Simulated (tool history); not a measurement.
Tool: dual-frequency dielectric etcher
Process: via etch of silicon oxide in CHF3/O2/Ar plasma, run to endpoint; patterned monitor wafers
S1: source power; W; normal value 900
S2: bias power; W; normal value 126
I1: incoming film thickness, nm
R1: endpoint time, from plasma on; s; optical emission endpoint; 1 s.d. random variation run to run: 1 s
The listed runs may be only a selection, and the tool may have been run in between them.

Run 1, day 0: usual settings but S1 990 W, S2 134 W; I1 722.5. Result: R1 329.2 s.
Run 2, day 0.65: usual settings; I1 718.3. Result: R1 340 s.
Run 3, day 1.062: usual settings; I1 715.3. Result: R1 336.1 s.
Run 4, day 1.717: usual settings; I1 720.3. Result: R1 340.7 s.
Run 5, day 2.675: usual settings but S1 760 W, S2 104 W; I1 719.1. Result: R1 365.5 s.
Run 6, day 2.946: usual settings but S1 760 W, S2 104 W; I1 726.7. Result: R1 370.1 s.
Run 7, day 3.271: usual settings but S1 760 W, S2 104 W; I1 726.2. Result: R1 371.8 s.
At day 3.717: source power generator calibrated.
Run 8, day 3.988: usual settings but S1 820 W, S2 137 W; I1 721.2. Result: R1 345.6 s.
Run 9, day 4.279: usual settings but S1 1060 W, S2 106 W; I1 715.2. Result: R1 337.8 s.
At day 4.992: bias power generator calibrated.
At day 5.425: upper electrode replaced.
At day 5.479: wet clean of the chamber.
Run 10, day 5.5: usual settings but S1 690 W, S2 114 W; I1 722.3. Result: R1 355.6 s.
Run 11, day 5.742: usual settings; I1 723.7. Result: R1 328.2 s.
Run 12, day 6.271: usual settings but S1 1090 W, S2 146 W; I1 721.3. Result: R1 305.2 s.
Run 13, day 6.975: usual settings; I1 719.2. Result: R1 326.1 s.
Run 14, day 7.433: usual settings but S1 800 W, S2 148 W; I1 715.1. Result: R1 325.6 s.

Table of differences, measured result less the result of that run with no hidden state. Run-to-run variation is the same in both. Gauge scatter possibly is not:
Unlogged tool condition in this case: etch rate over this chamber's usual, %; source power that arrives over what is set, %; bias power that arrives over what is set, %.
run     R1
  1  +12.2
  2  +13.2
  3  +13.4
  4  +14.2
  5  +16.1
  6  +16.6
  7  +17.1
  8  +16.5
  9  +16.4
 10   +0.3
 11   +0.5
 12   +0.9
 13   +1.7
 14     +2
